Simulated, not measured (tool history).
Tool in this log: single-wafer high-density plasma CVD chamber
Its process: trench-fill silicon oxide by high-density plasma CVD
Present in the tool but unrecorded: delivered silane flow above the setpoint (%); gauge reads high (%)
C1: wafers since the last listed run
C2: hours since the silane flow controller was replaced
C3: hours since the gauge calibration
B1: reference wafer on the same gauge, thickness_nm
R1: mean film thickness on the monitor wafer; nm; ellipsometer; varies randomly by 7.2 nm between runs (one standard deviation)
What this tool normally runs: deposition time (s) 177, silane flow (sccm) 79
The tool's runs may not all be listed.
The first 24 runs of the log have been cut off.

{"run": 25, "hour": 2058.3, "deposition time (s)": 177, "silane flow (sccm)": 79, "C1": 1030, "C2": 2835.7, "C3": 341.1, "B1": 1179.127, "R1": 1339.389}
{"run": 26, "hour": 2130.8, "deposition time (s)": 177, "silane flow (sccm)": 79, "C1": 727, "C2": 2908.2, "C3": 413.6, "B1": 1177.541, "R1": 1330.596}
{"run": 27, "hour": 2182.9, "deposition time (s)": 177, "silane flow (sccm)": 79, "C1": 522, "C2": 2960.3, "C3": 465.7, "B1": 1180.266, "R1": 1328.269}
{"run": 28, "hour": 2279.1, "deposition time (s)": 195, "silane flow (sccm)": 91, "C1": 964, "C2": 3056.5, "C3": 561.9, "B1": 1179.297, "R1": 1686.416}
{"hour": 2290.1, "done": "silane flow controller replaced"}
{"run": 29, "hour": 2351.4, "deposition time (s)": 209, "silane flow (sccm)": 87, "C1": 644, "C2": 61.3, "C3": 634.2, "B1": 1179.957, "R1": 1796.283}
{"run": 30, "hour": 2400.8, "deposition time (s)": 199, "silane flow (sccm)": 79, "C1": 495, "C2": 110.7, "C3": 683.6, "B1": 1180.543, "R1": 1549.529}
{"run": 31, "hour": 2440.0, "deposition time (s)": 197, "silane flow (sccm)": 88, "C1": 393, "C2": 149.9, "C3": 722.8, "B1": 1178.782, "R1": 1705.289}
{"run": 32, "hour": 2511.1, "deposition time (s)": 177, "silane flow (sccm)": 79, "C1": 713, "C2": 221, "C3": 793.9, "B1": 1181.55, "R1": 1367.272}
{"run": 33, "hour": 2587.9, "deposition time (s)": 209, "silane flow (sccm)": 87, "C1": 770, "C2": 297.8, "C3": 870.7, "B1": 1179.719, "R1": 1792.482}
{"run": 34, "hour": 2631.5, "deposition time (s)": 145, "silane flow (sccm)": 85, "C1": 437, "C2": 341.4, "C3": 914.3, "B1": 1181.518, "R1": 1217.592}
{"run": 35, "hour": 2709.9, "deposition time (s)": 177, "silane flow (sccm)": 79, "C1": 786, "C2": 419.8, "C3": 992.7, "B1": 1179.075, "R1": 1375.192}
{"run": 36, "hour": 2810.1, "deposition time (s)": 177, "silane flow (sccm)": 79, "C1": 1005, "C2": 520, "C3": 1092.9, "B1": 1178.251, "R1": 1360.263}
{"run": 37, "hour": 3000.9, "deposition time (s)": 153, "silane flow (sccm)": 91, "C1": 1913, "C2": 710.8, "C3": 1283.7, "B1": 1180.843, "R1": 1371.711}
{"run": 38, "hour": 3064.6, "deposition time (s)": 177, "silane flow (sccm)": 74, "C1": 638, "C2": 774.5, "C3": 1347.4, "B1": 1178.18, "R1": 1276.599}
{"run": 39, "hour": 3118.7, "deposition time (s)": 200, "silane flow (sccm)": 65, "C1": 542, "C2": 828.6, "C3": 1401.5, "B1": 1178.758, "R1": 1271.041}
{"run": 40, "hour": 3208.1, "deposition time (s)": 190, "silane flow (sccm)": 79, "C1": 896, "C2": 918, "C3": 1490.9, "B1": 1177.564, "R1": 1458.593}
{"run": 41, "hour": 3287.3, "deposition time (s)": 166, "silane flow (sccm)": 73, "C1": 794, "C2": 997.2, "C3": 1570.1, "B1": 1179.708, "R1": 1175.635}
{"run": 42, "hour": 3375.2, "deposition time (s)": 209, "silane flow (sccm)": 87, "C1": 881, "C2": 1085.1, "C3": 1658, "B1": 1180.369, "R1": 1757.012}

Here are 4 independent what-if runs from the current tool condition. What would each one return?
{"run": "A", "hour": 3375.6, "deposition time (s)": 177, "silane flow (sccm)": 92, "C1": 4, "C2": 1085.5, "C3": 1658.4, "B1": "?", "R1": "?"}
{"run": "B", "hour": 3375.6, "deposition time (s)": 177, "silane flow (sccm)": 73, "C1": 4, "C2": 1085.5, "C3": 1658.4, "B1": "?", "R1": "?"}
{"run": "C", "hour": 3375.6, "deposition time (s)": 148, "silane flow (sccm)": 79, "C1": 4, "C2": 1085.5, "C3": 1658.4, "B1": "?", "R1": "?"}
{"run": "D", "hour": 3375.6, "deposition time (s)": 208, "silane flow (sccm)": 66, "C1": 4, "C2": 1085.5, "C3": 1658.4, "B1": "?", "R1": "?"}

run=A B1=1178.702 R1=1582.252
run=B B1=1178.702 R1=1255.483
run=C B1=1178.702 R1=1136.066
run=D B1=1178.702 R1=1333.896
Stripped of hidden state, with their random variation kept, the same runs would have yielded:
run=A R1=1611.607
run=B R1=1278.775
run=C R1=1157.143
run=D R1=1358.643
